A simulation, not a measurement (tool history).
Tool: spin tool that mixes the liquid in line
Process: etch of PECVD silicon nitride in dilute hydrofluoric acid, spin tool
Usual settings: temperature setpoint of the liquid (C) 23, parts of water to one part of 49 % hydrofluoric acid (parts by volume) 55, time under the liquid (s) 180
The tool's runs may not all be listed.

run	hour	temperature setpoint of the liquid (C)	parts of water to one part of 49 % hydrofluoric acid (parts by volume)	time under the liquid (s)	wafers since the last listed run	hours since the thermometer was replaced	hours since the hydrofluoric acid flow meter was replaced	hours since the gauge calibration	read-back film thickness of the PECVD silicon nitride reference wafer, read on the same gauge (nm)	thickness taken off the PECVD silicon nitride on a monitor wafer (angstrom)
1	0.0	23	55	180	0	1686.3	575.9	97.5	30.05	98.5
2	13.1	23	55	180	55	1699.4	589.0	110.6	29.98	97.9
3	26.6	23	55	180	56	1712.9	602.5	124.1	30.01	98.7
4	36.6	23	55	180	41	1722.9	612.5	134.1	30.00	100.3
5	54.6	23	55	180	75	1740.9	630.5	152.1	30.01	100.1
6	63.7	23	55	180	38	1750.0	639.6	161.2	30.00	100.5
7	81.2	23	55	180	73	1767.5	657.1	178.7	30.02	100.6
8	94.9	23	80	180	57	1781.2	670.8	192.4	30.01	69.6
9	112.2	23	55	180	72	1798.5	688.1	209.7	30.04	101.1
10	124.9	25	55	240	53	1811.2	700.8	222.4	30.02	155.1

Run 11 comes next. What will it give?
11	132.4	23	40	180	31	1818.7	708.3	229.9	?	?

{"run 11": {"read-back film thickness of the PECVD silicon nitride reference wafer, read on the same gauge (nm)": 30.02, "thickness taken off the PECVD silicon nitride on a monitor wafer (angstrom)": 139.0}}
Without the tool's hidden state the same run would have given thickness taken off the PECVD silicon nitride on a monitor wafer (angstrom) 105.6.

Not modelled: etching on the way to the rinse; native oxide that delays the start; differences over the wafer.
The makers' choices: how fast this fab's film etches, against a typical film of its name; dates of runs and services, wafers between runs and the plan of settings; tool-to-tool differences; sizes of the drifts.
